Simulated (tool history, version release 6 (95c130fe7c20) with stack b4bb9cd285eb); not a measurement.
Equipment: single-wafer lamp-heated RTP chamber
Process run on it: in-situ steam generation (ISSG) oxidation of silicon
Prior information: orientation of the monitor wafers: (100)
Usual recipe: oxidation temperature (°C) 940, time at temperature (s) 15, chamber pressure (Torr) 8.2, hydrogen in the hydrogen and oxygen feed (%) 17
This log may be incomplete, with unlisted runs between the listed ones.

| run | hour | oxidation temperature (°C) | time at temperature (s) | chamber pressure (Torr) | hydrogen in the hydrogen and oxygen feed (%) | read-back reference wafer on the same gauge, thickness | oxide thickness on the monitor wafer (Å) |
|---|---|---|---|---|---|---|---|
| 1 | 0.0 | 940 | 15 | 8.9 | 17 | 4.057 | 41.54 |
| 2 | 13.5 | 940 | 15 | 8.9 | 17 | 4.059 | 41.49 |
| 3 | 26.3 | 940 | 15 | 8.2 | 12 | 4.060 | 38.75 |
| 4 | 56.7 | 940 | 15 | 8.2 | 17 | 4.059 | 41.89 |
| 5 | 69.8 | 940 | 15 | 8.2 | 17 | 4.060 | 41.82 |
| 6 | 82.3 | 940 | 15 | 8.2 | 17 | 4.062 | 41.86 |
| 7 | 168.0 | 951 | 15 | 8.2 | 17 | 4.060 | 43.27 |
|  | 203.3 | hydrogen flow controller replaced |
| 8 | 203.8 | 951 | 15 | 8.2 | 17 | 4.059 | 43.36 |
| 9 | 230.1 | 940 | 15 | 8.2 | 17 | 4.059 | 42.03 |
| 10 | 263.3 | 957 | 12 | 7.3 | 11 | 4.062 | 36.42 |
|  | 272.2 | pyrometer window cleaned and pyrometer calibrated |
| 11 | 287.9 | 940 | 15 | 8.2 | 13 | 4.059 | 39.12 |
|  | 303.5 | gauge calibrated |
| 12 | 322.2 | 940 | 15 | 7.1 | 17 | 4.054 | 41.48 |
| 13 | 357.3 | 946 | 20 | 8.2 | 23 | 4.059 | 50.47 |
| 14 | 385.0 | 940 | 15 | 8.2 | 17 | 4.058 | 41.53 |
| 15 | 403.5 | 927 | 13 | 8.2 | 17 | 4.053 | 38.29 |
|  | 424.6 | pressure gauge zeroed |
| 16 | 502.5 | 940 | 15 | 8.2 | 12 | 4.063 | 38.60 |
| 17 | 530.0 | 948 | 20 | 9.6 | 17 | 4.058 | 47.36 |
| 18 | 564.8 | 940 | 15 | 8.2 | 17 | 4.060 | 41.88 |
| 19 | 588.9 | 934 | 15 | 8.2 | 11 | 4.058 | 37.62 |

Forecast each of these 5 alternatives for the next run:
| A | 589.3 | 930 | 15 | 8.2 | 17 | ? | ? |
| B | 589.3 | 958 | 15 | 6.9 | 11 | ? | ? |
| C | 589.3 | 923 | 21 | 7.3 | 17 | ? | ? |
| D | 589.3 | 955 | 12 | 9.1 | 26 | ? | ? |
| E | 589.3 | 940 | 13 | 9.1 | 17 | ? | ? |

| run | read-back reference wafer on the same gauge, thickness | oxide thickness on the monitor wafer (Å) |
|---|---|---|
| A | 4.055 | 40.97 |
| B | 4.055 | 39.68 |
| C | 4.055 | 45.71 |
| D | 4.055 | 44.07 |
| E | 4.055 | 39.54 |
The same runs, with their run-to-run variation unchanged, on a tool lacking any hidden condition would have given:
| run | oxide thickness on the monitor wafer (Å) |
|---|---|
| A | 40.34 |
| B | 38.97 |
| C | 44.93 |
| D | 43.35 |
| E | 38.93 |
